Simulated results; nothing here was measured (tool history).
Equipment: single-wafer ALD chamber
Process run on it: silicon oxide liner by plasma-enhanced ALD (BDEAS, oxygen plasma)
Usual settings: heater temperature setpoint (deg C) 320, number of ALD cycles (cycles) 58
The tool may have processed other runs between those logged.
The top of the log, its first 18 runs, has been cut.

run	hour	heater temperature setpoint (deg C)	number of ALD cycles (cycles)	read-back reference wafer on the same gauge, thickness_nm	mean film thickness on the monitor wafer (Å)
19	415.0	327	58	5.373	51.23
20	447.3	327	58	5.374	51.86
21	476.6	320	58	5.365	52.22
22	512.0	320	58	5.364	51.94
# hour 551.4: thermocouple changed; heater temperature recalibrated
23	570.1	320	58	5.357	51.71
24	586.9	305	54	5.363	49.13
25	619.8	320	58	5.358	51.77
26	632.1	320	67	5.361	59.93
27	659.1	305	54	5.356	49.26
28	688.1	307	63	5.346	56.93
29	707.4	320	58	5.354	51.85
30	725.1	333	65	5.356	56.86
31	746.7	320	58	5.351	51.45
# hour 769.0: gauge calibrated
32	769.8	320	69	5.591	64.67
33	788.7	320	58	5.585	54.11
34	802.8	308	61	5.573	57.78
35	836.2	320	49	5.546	45.18
36	852.3	320	52	5.540	47.75
37	874.0	320	58	5.536	53.53
38	887.4	325	47	5.527	42.98
39	913.6	312	58	5.514	53.61
40	940.9	310	58	5.499	53.67
41	956.2	328	49	5.496	44.58
42	986.6	331	53	5.489	47.61
43	1014.3	320	58	5.477	53.03

4 ways to go on from here, each from the tool as it stands after run 43. What would each give?
A	1014.8	325	58	?	?
B	1014.8	325	54	?	?
C	1014.8	330	50	?	?
D	1014.8	320	53	?	?

run	read-back reference wafer on the same gauge, thickness_nm	mean film thickness on the monitor wafer (Å)
A	5.475	52.34
B	5.475	48.73
C	5.475	44.83
D	5.475	48.13
Take away the tool's hidden state, keep each run's random variation, and the runs would have read:
run	mean film thickness on the monitor wafer (Å)
A	53.33
B	49.66
C	45.69
D	49.05
